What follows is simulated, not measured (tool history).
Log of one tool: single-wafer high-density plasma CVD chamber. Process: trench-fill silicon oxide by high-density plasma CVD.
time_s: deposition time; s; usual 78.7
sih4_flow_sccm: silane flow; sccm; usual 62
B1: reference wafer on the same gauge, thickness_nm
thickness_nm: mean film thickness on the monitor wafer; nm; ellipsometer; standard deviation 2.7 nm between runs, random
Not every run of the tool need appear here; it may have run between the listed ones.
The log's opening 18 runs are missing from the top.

Run 19, hour 1065.6: usual settings; B1 579.275. Result: thickness_nm 504.168 nm.
Run 20, hour 1123.8: usual settings; B1 578.508. Result: thickness_nm 503.274 nm.
Run 21, hour 1153.6: usual settings; B1 578.592. Result: thickness_nm 505.343 nm.
Run 22, hour 1209.5: usual settings but time_s 65.3 s, sih4_flow_sccm 73 sccm; B1 578.747. Result: thickness_nm 492.491 nm.
Run 23, hour 1239.2: usual settings but time_s 65.4 s, sih4_flow_sccm 66 sccm; B1 579.048. Result: thickness_nm 448.032 nm.
Run 24, hour 1370.8: usual settings but time_s 85.6 s; B1 578.962. Result: thickness_nm 542.030 nm.
Run 25, hour 1435.7: usual settings but time_s 65.3 s, sih4_flow_sccm 73 sccm; B1 579.460. Result: thickness_nm 489.797 nm.
Run 26, hour 1466.1: usual settings but time_s 86.7 s, sih4_flow_sccm 52 sccm; B1 579.190. Result: thickness_nm 460.844 nm.

What will run 27 give?
Run 27, hour 1516.3: usual settings but time_s 88.7 s, sih4_flow_sccm 73 sccm; B1 ?. Result: thickness_nm ?.

B1: 578.782
thickness_nm: 661.216 nm
The same run, on a tool lacking any hidden state, would have yielded thickness_nm 671.818 nm.
